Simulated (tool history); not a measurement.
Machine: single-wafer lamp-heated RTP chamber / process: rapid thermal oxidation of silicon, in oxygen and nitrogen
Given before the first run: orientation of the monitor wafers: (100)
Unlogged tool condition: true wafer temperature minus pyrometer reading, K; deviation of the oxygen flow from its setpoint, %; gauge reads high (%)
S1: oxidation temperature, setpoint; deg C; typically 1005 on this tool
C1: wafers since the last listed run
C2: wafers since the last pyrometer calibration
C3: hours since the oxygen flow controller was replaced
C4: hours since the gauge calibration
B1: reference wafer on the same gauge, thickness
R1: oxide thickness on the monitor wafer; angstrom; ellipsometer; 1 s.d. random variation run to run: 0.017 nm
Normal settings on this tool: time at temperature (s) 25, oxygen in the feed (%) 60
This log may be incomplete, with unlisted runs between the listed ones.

Run 1, day 0: usual settings but time at temperature (s) 16; C1 0; C2 8526; C3 1473.3; C4 1186.5; B1 3.913. Result: R1 32.58 angstrom.
Run 2, day 2.342: usual settings; C1 782; C2 9309; C3 1529.5; C4 1242.7; B1 3.907. Result: R1 39.03 angstrom.
At day 3.496: pyrometer window cleaned and pyrometer calibrated.
Run 3, day 5.188: usual settings; C1 840; C2 566; C3 1597.8; C4 1311; B1 3.912. Result: R1 36.92 angstrom.
Run 4, day 6.45: usual settings; C1 422; C2 988; C3 1628.1; C4 1341.3; B1 3.915. Result: R1 36.61 angstrom.
Run 5, day 7.896: usual settings; C1 483; C2 1471; C3 1662.8; C4 1376; B1 3.911. Result: R1 37.31 angstrom.
Run 6, day 9.646: usual settings but oxygen in the feed (%) 52; C1 585; C2 2056; C3 1704.8; C4 1418; B1 3.911. Result: R1 35.44 angstrom.
Run 7, day 18.212: usual settings but oxygen in the feed (%) 52; C1 2864; C2 4921; C3 1910.4; C4 1623.6; B1 3.907. Result: R1 35.97 angstrom.
Run 8, day 20.946: usual settings; C1 913; C2 5834; C3 1976; C4 1689.2; B1 3.908. Result: R1 37.38 angstrom.
Run 9, day 23.004: usual settings; C1 688; C2 6523; C3 2025.4; C4 1738.6; B1 3.913. Result: R1 37.85 angstrom.
Run 10, day 24.312: usual settings; C1 437; C2 6960; C3 2056.8; C4 1770; B1 3.91. Result: R1 37.81 angstrom.
Run 11, day 26.083: usual settings but oxygen in the feed (%) 40; C1 592; C2 7552; C3 2099.3; C4 1812.5; B1 3.91. Result: R1 34.03 angstrom.
Run 12, day 28.771: usual settings but oxygen in the feed (%) 40; C1 898; C2 8451; C3 2163.8; C4 1877; B1 3.908. Result: R1 34.35 angstrom.
Run 13, day 30.333: usual settings but oxygen in the feed (%) 40; C1 522; C2 8973; C3 2201.3; C4 1914.5; B1 3.908. Result: R1 34.49 angstrom.
Run 14, day 33.1: usual settings; C1 925; C2 9898; C3 2267.7; C4 1980.9; B1 3.907. Result: R1 39.05 angstrom.
At day 33.992: pyrometer window cleaned and pyrometer calibrated.
Run 15, day 35.729: usual settings; C1 767; C2 581; C3 2330.8; C4 2044; B1 3.911. Result: R1 36.79 angstrom.
Run 16, day 37.354: usual settings; C1 543; C2 1124; C3 2369.8; C4 2083; B1 3.909. Result: R1 37.26 angstrom.
Run 17, day 38.658: usual settings; C1 436; C2 1560; C3 2401.1; C4 2114.3; B1 3.907. Result: R1 37.2 angstrom.
Run 18, day 40.083: usual settings; C1 476; C2 2037; C3 2435.3; C4 2148.5; B1 3.91. Result: R1 37.29 angstrom.
At day 40.429: gauge calibrated.
Run 19, day 41.371: usual settings; C1 430; C2 2467; C3 2466.2; C4 22.6; B1 3.909. Result: R1 37.12 angstrom.
At day 43.458: oxygen flow controller replaced.
Run 20, day 43.792: usual settings but oxygen in the feed (%) 37; C1 697; C2 3165; C3 8; C4 80.7; B1 3.912. Result: R1 32.84 angstrom.
Run 21, day 46.388: usual settings but oxygen in the feed (%) 87; C1 867; C2 4033; C3 70.3; C4 143; B1 3.908. Result: R1 42.18 angstrom.
Run 22, day 48.604: usual settings; C1 741; C2 4774; C3 123.5; C4 196.2; B1 3.909. Result: R1 37.58 angstrom.
Run 23, day 49.983: usual settings but S1 984 deg C; C1 461; C2 5235; C3 156.6; C4 229.3; B1 3.908. Result: R1 33.14 angstrom.
Run 24, day 52.188: usual settings but S1 995 deg C, oxygen in the feed (%) 43; C1 736; C2 5972; C3 209.5; C4 282.2; B1 3.911. Result: R1 32.81 angstrom.
Run 25, day 54.083: usual settings; C1 633; C2 6606; C3 255; C4 327.7; B1 3.909. Result: R1 38.18 angstrom.
Run 26, day 55.821: usual settings but S1 989 deg C, oxygen in the feed (%) 75; C1 580; C2 7187; C3 296.7; C4 369.4; B1 3.914. Result: R1 36.91 angstrom.
Run 27, day 57.254: usual settings but time at temperature (s) 31, oxygen in the feed (%) 85; C1 479; C2 7667; C3 331.1; C4 403.8; B1 3.909. Result: R1 46.62 angstrom.
Run 28, day 58.467: usual settings but time at temperature (s) 34, oxygen in the feed (%) 44; C1 405; C2 8072; C3 360.2; C4 432.9; B1 3.915. Result: R1 39.4 angstrom.
At day 59.933: pyrometer window cleaned and pyrometer calibrated.
Run 29, day 62.612: usual settings but S1 1023 deg C, time at temperature (s) 34, oxygen in the feed (%) 87; C1 1274; C2 895; C3 459.7; C4 532.4; B1 3.91. Result: R1 52.91 angstrom.
Run 30, day 65.108: usual settings but S1 1022 deg C, time at temperature (s) 34, oxygen in the feed (%) 43; C1 834; C2 1729; C3 519.6; C4 592.3; B1 3.909. Result: R1 42.03 angstrom.
Run 31, day 67.458: usual settings; C1 785; C2 2515; C3 576; C4 648.7; B1 3.907. Result: R1 37.36 angstrom.
Run 32, day 69.342: usual settings but S1 1020 deg C, time at temperature (s) 32, oxygen in the feed (%) 43; C1 629; C2 3145; C3 621.2; C4 693.9; B1 3.911. Result: R1 40.53 angstrom.
Run 33, day 70.567: usual settings; C1 409; C2 3554; C3 650.6; C4 723.3; B1 3.908. Result: R1 37.09 angstrom.
Run 34, day 73.1: usual settings; C1 847; C2 4401; C3 711.4; C4 784.1; B1 3.912. Result: R1 37.57 angstrom.
Run 35, day 74.792: usual settings but S1 1014 deg C, time at temperature (s) 31, oxygen in the feed (%) 52; C1 565; C2 4967; C3 752; C4 824.7; B1 3.91. Result: R1 41.46 angstrom.
Run 36, day 76.975: usual settings but time at temperature (s) 34, oxygen in the feed (%) 43; C1 730; C2 5697; C3 804.4; C4 877.1; B1 3.91. Result: R1 38.02 angstrom.

For each entry between runs, how does the tool's hidden state at the last listed run before it compare with that at the first listed run after it?
Logged between run 2 and run 3: pyrometer window cleaned and pyrometer calibrated (day 3.496)
  true wafer temperature minus pyrometer reading, K: 8.34 -> 0.0844
  the result without the hidden state subtracted from the measured one, R1: +1.99 -> +0.02 angstrom
Logged between run 14 and run 15: pyrometer window cleaned and pyrometer calibrated (day 33.992)
  true wafer temperature minus pyrometer reading, K: 9.09 -> 0.854
  the result without the hidden state subtracted from the measured one, R1: +2.17 -> +0.2 angstrom
Logged between run 18 and run 19: gauge calibrated (day 40.429)
  true wafer temperature minus pyrometer reading, K: 1.21 -> 1.38
  the result without the hidden state subtracted from the measured one, R1: +0.28 -> +0.31 angstrom
Logged between run 19 and run 20: oxygen flow controller replaced (day 43.458)
  true wafer temperature minus pyrometer reading, K: 1.38 -> 1.81
  the result without the hidden state subtracted from the measured one, R1: +0.31 -> +0.32 angstrom
Logged between run 28 and run 29: pyrometer window cleaned and pyrometer calibrated (day 59.933)
  true wafer temperature minus pyrometer reading, K: 7 -> 0.125
  the result without the hidden state subtracted from the measured one, R1: +1.69 -> +0.05 angstrom
